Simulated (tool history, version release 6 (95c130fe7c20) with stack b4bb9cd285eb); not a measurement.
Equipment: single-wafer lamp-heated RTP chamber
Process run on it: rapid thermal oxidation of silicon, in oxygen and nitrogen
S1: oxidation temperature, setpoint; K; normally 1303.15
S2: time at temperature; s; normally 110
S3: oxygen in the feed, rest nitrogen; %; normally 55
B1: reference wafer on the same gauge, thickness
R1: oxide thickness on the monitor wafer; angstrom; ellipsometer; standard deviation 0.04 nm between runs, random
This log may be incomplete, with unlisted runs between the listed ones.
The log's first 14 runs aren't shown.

run 15 day=30.504 | S1=1303.15 S2=131 S3=55 | B1=9.572 | R1=87.50
-- day=32.721 oxygen flow controller replaced
run 16 day=32.742 | S1=1303.15 S2=131 S3=55 | B1=9.573 | R1=87.98
run 17 day=34.608 | S1=1303.15 S2=163 S3=55 | B1=9.586 | R1=97.66
run 18 day=37.000 | S1=1319.15 S2=77 S3=55 | B1=9.581 | R1=78.58
run 19 day=44.771 | S1=1275.15 S2=110 S3=55 | B1=9.575 | R1=67.72
-- day=48.904 gauge calibrated
run 20 day=49.121 | S1=1280.15 S2=67 S3=72 | B1=9.575 | R1=63.60
run 21 day=51.567 | S1=1318.15 S2=141 S3=55 | B1=9.584 | R1=106.36
run 22 day=52.754 | S1=1280.15 S2=67 S3=72 | B1=9.568 | R1=63.59
run 23 day=54.225 | S1=1313.15 S2=110 S3=26 | B1=9.581 | R1=71.39
-- day=54.671 pyrometer window cleaned and pyrometer calibrated
run 24 day=55.729 | S1=1303.15 S2=110 S3=77 | B1=9.586 | R1=92.02
run 25 day=58.096 | S1=1303.15 S2=126 S3=55 | B1=9.584 | R1=86.16
run 26 day=59.929 | S1=1303.15 S2=157 S3=25 | B1=9.592 | R1=72.29
run 27 day=61.771 | S1=1277.15 S2=163 S3=55 | B1=9.571 | R1=80.58
run 28 day=63.150 | S1=1303.15 S2=148 S3=55 | B1=9.581 | R1=93.15
run 29 day=64.933 | S1=1284.15 S2=110 S3=67 | B1=9.582 | R1=76.37
run 30 day=67.296 | S1=1320.15 S2=63 S3=32 | B1=9.587 | R1=59.08
run 31 day=69.829 | S1=1303.15 S2=110 S3=55 | B1=9.579 | R1=82.18
run 32 day=71.771 | S1=1303.15 S2=110 S3=55 | B1=9.564 | R1=82.80

Forecast each of these 3 alternatives for the next run:
run A day=71.792 | S1=1303.15 S2=110 S3=55 | B1=? | R1=?
run B day=71.792 | S1=1283.15 S2=110 S3=55 | B1=? | R1=?
run C day=71.792 | S1=1316.15 S2=110 S3=30 | B1=? | R1=?

run=A B1=9.577 R1=82.34
run=B B1=9.577 R1=71.42
run=C B1=9.577 R1=72.64
The same runs, with their run-to-run variation unchanged, on a tool lacking any hidden condition would have given:
run=A R1=80.02
run=B R1=69.36
run=C R1=70.67
